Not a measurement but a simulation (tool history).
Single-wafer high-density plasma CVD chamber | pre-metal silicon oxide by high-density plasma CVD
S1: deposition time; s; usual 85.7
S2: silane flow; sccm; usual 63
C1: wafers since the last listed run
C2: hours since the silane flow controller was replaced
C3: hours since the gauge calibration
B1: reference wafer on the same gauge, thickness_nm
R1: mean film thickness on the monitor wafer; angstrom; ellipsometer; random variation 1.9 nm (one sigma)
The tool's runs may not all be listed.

run	hour	S1	S2	C1	C2	C3	B1	R1
1	0.0	81.7	63	0	1483.5	100.7	657.899	5503.74
2	35.4	81.7	63	315	1518.9	136.1	657.750	5531.60
3	60.9	81.7	63	227	1544.4	161.6	658.165	5527.07
4	77.0	85.7	58	143	1560.5	177.7	657.940	5342.06
5	100.8	85.7	58	211	1584.3	201.5	657.837	5381.91
6	117.2	85.7	58	146	1600.7	217.9	658.331	5359.40
7	129.8	85.7	63	112	1613.3	230.5	657.801	5793.37
8	165.6	85.7	63	318	1649.1	266.3	658.124	5865.56
9	196.3	85.7	63	273	1679.8	297.0	658.514	5847.56
10	220.6	85.7	67	216	1704.1	321.3	658.130	6257.35
# hour 230.1: silane flow controller replaced
11	237.7	85.7	67	81	7.6	338.4	658.067	5872.16
12	257.3	85.7	67	174	27.2	358.0	657.456	5892.72
13	281.4	85.7	57	214	51.3	382.1	657.566	5045.48
14	304.0	95.2	58	201	73.9	404.7	657.608	5640.97
15	320.0	79.6	63	142	89.9	420.7	658.376	5133.73
16	338.8	85.7	63	167	108.7	439.5	658.305	5549.49
17	371.5	85.7	67	291	141.4	472.2	658.575	5851.50
18	404.7	94.3	55	295	174.6	505.4	657.377	5343.77
# hour 416.1: gauge calibrated
19	418.8	76.0	58	125	188.7	2.7	658.102	4510.24
20	437.8	97.0	63	169	207.7	21.7	657.838	6292.47
21	459.2	85.7	63	190	229.1	43.1	658.401	5541.02
22	476.6	73.6	58	154	246.5	60.5	658.225	4374.07
23	494.1	92.1	57	155	264.0	78.0	657.877	5373.07
24	513.9	96.1	53	176	283.8	97.8	657.695	5217.41
25	527.4	85.7	63	120	297.3	111.3	657.586	5585.03
26	553.1	92.3	72	228	323.0	137.0	657.588	6807.76
27	583.5	79.0	58	270	353.4	167.4	657.733	4688.18

Describe how what the log doesn't record of the tool's condition differs between the last listed run preceding each entry between runs and the first listed run following it.
Run 10 -> run 11: silane flow controller replaced (hour 230.1)
  delivered silane flow above the setpoint (%): 6.49 -> 0.202
  measured minus no-state result, R1: +381.31 -> +11.83 angstrom
Run 18 -> run 19: gauge calibrated (hour 416.1)
  delivered silane flow above the setpoint (%): 0.27 -> 0.282
  measured minus no-state result, R1: +14.39 -> +12.66 angstrom
